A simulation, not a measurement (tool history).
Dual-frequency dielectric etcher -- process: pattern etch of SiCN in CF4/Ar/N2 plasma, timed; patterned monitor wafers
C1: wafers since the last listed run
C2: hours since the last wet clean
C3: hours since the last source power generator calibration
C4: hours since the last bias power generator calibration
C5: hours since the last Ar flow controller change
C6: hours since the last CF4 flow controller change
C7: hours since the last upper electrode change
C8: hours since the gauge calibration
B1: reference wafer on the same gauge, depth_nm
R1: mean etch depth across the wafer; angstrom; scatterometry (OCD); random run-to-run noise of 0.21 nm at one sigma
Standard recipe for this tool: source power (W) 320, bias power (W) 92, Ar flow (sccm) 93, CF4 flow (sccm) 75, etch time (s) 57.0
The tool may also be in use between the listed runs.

Run 1, hour 0.0: usual settings; C1 0; C2 140.5; C3 2902.5; C4 3073.2; C5 2795.1; C6 6234.8; C7 5073.7; C8 984.4; B1 48.91. Result: R1 414.8 angstrom.
Run 2, hour 60.2: usual settings; C1 854; C2 200.7; C3 2962.7; C4 3133.4; C5 2855.3; C6 6295.0; C7 5133.9; C8 1044.6; B1 48.92. Result: R1 415.6 angstrom.
Run 3, hour 95.8: usual settings; C1 505; C2 236.3; C3 2998.3; C4 3169.0; C5 2890.9; C6 6330.6; C7 5169.5; C8 1080.2; B1 48.97. Result: R1 420.7 angstrom.
At hour 119.1: gauge calibrated.
At hour 130.7: upper electrode replaced.
Run 4, hour 135.0: usual settings; C1 215; C2 275.5; C3 3037.5; C4 3208.2; C5 2930.1; C6 6369.8; C7 4.3; C8 15.9; B1 46.89. Result: R1 401.6 angstrom.
Run 5, hour 184.5: usual settings but bias power (W) 76; C1 702; C2 325.0; C3 3087.0; C4 3257.7; C5 2979.6; C6 6419.3; C7 53.8; C8 65.4; B1 47.21. Result: R1 363.7 angstrom.
At hour 207.7: CF4 flow controller replaced.
Run 6, hour 234.6: usual settings but bias power (W) 76; C1 625; C2 375.1; C3 3137.1; C4 3307.8; C5 3029.7; C6 26.9; C7 103.9; C8 115.5; B1 47.39. Result: R1 374.9 angstrom.
Run 7, hour 275.0: usual settings; C1 573; C2 415.5; C3 3177.5; C4 3348.2; C5 3070.1; C6 67.3; C7 144.3; C8 155.9; B1 47.59. Result: R1 403.0 angstrom.
Run 8, hour 301.8: usual settings; C1 380; C2 442.3; C3 3204.3; C4 3375.0; C5 3096.9; C6 94.1; C7 171.1; C8 182.7; B1 47.68. Result: R1 405.1 angstrom.
At hour 335.8: wet clean of the chamber.
Run 9, hour 336.3: usual settings; C1 148; C2 0.5; C3 3238.8; C4 3409.5; C5 3131.4; C6 128.6; C7 205.6; C8 217.2; B1 47.79. Result: R1 402.9 angstrom.
Run 10, hour 352.3: usual settings but source power (W) 360, Ar flow (sccm) 79; C1 227; C2 16.5; C3 3254.8; C4 3425.5; C5 3147.4; C6 144.6; C7 221.6; C8 233.2; B1 47.85. Result: R1 467.6 angstrom.
Run 11, hour 417.3: usual settings; C1 922; C2 81.5; C3 3319.8; C4 3490.5; C5 3212.4; C6 209.6; C7 286.6; C8 298.2; B1 48.07. Result: R1 407.8 angstrom.
Run 12, hour 474.9: usual settings; C1 817; C2 139.1; C3 3377.4; C4 3548.1; C5 3270.0; C6 267.2; C7 344.2; C8 355.8; B1 48.20. Result: R1 408.8 angstrom.
Run 13, hour 506.2: usual settings but CF4 flow (sccm) 86; C1 444; C2 170.4; C3 3408.7; C4 3579.4; C5 3301.3; C6 298.5; C7 375.5; C8 387.1; B1 48.23. Result: R1 415.3 angstrom.
Run 14, hour 535.1: usual settings but source power (W) 300, Ar flow (sccm) 75; C1 410; C2 199.3; C3 3437.6; C4 3608.3; C5 3330.2; C6 327.4; C7 404.4; C8 416.0; B1 48.29. Result: R1 395.9 angstrom.
At hour 562.8: Ar flow controller replaced.
Run 15, hour 593.4: usual settings but source power (W) 280; C1 742; C2 257.6; C3 3495.9; C4 3666.6; C5 30.6; C6 385.7; C7 462.7; C8 474.3; B1 48.45. Result: R1 362.4 angstrom.
Run 16, hour 639.7: usual settings but bias power (W) 106, CF4 flow (sccm) 88; C1 656; C2 303.9; C3 3542.2; C4 3712.9; C5 76.9; C6 432.0; C7 509.0; C8 520.6; B1 48.46. Result: R1 449.2 angstrom.
At hour 673.2: bias power generator calibrated.
At hour 695.8: source power generator calibrated.
Run 17, hour 718.7: usual settings but source power (W) 250, Ar flow (sccm) 77, etch time (s) 52.0; C1 1007; C2 382.9; C3 22.9; C4 45.5; C5 155.9; C6 511.0; C7 588.0; C8 599.6; B1 48.57. Result: R1 305.7 angstrom.
Run 18, hour 768.7: usual settings; C1 709; C2 432.9; C3 72.9; C4 95.5; C5 205.9; C6 561.0; C7 638.0; C8 649.6; B1 48.65. Result: R1 417.1 angstrom.
At hour 806.2: wet clean of the chamber.
Run 19, hour 838.5: usual settings but CF4 flow (sccm) 91, etch time (s) 41.0; C1 649; C2 32.3; C3 142.7; C4 165.3; C5 275.7; C6 630.8; C7 707.8; C8 719.4; B1 48.76. Result: R1 304.2 angstrom.
Run 20, hour 906.9: usual settings but bias power (W) 70; C1 970; C2 100.7; C3 211.1; C4 233.7; C5 344.1; C6 699.2; C7 776.2; C8 787.8; B1 48.83. Result: R1 365.1 angstrom.
Run 21, hour 940.0: usual settings; C1 469; C2 133.8; C3 244.2; C4 266.8; C5 377.2; C6 732.3; C7 809.3; C8 820.9; B1 48.83. Result: R1 409.6 angstrom.
Run 22, hour 1011.0: usual settings but source power (W) 390, bias power (W) 85; C1 1007; C2 204.8; C3 315.2; C4 337.8; C5 448.2; C6 803.3; C7 880.3; C8 891.9; B1 48.84. Result: R1 481.9 angstrom.

3 options for the next run, each taken on its own from the tool as it stands now. Forecast them:
Run A, hour 1011.4: usual settings; C1 5; C2 205.2; C3 315.6; C4 338.2; C5 448.6; C6 803.7; C7 880.7; C8 892.3; B1 ?. Result: R1 ?.
Run B, hour 1011.4: usual settings but etch time (s) 42.5; C1 5; C2 205.2; C3 315.6; C4 338.2; C5 448.6; C6 803.7; C7 880.7; C8 892.3; B1 ?. Result: R1 ?.
Run C, hour 1011.4: usual settings but CF4 flow (sccm) 59, etch time (s) 69.0; C1 5; C2 205.2; C3 315.6; C4 338.2; C5 448.6; C6 803.7; C7 880.7; C8 892.3; B1 ?. Result: R1 ?.

run     B1     R1
  A  48.79  417.1
  B  48.79  311.0
  C  48.79  489.0
With the hidden condition removed and each run's random variation left untouched, the same runs would have given:
run     R1
  A  398.9
  B  297.4
  C  467.7
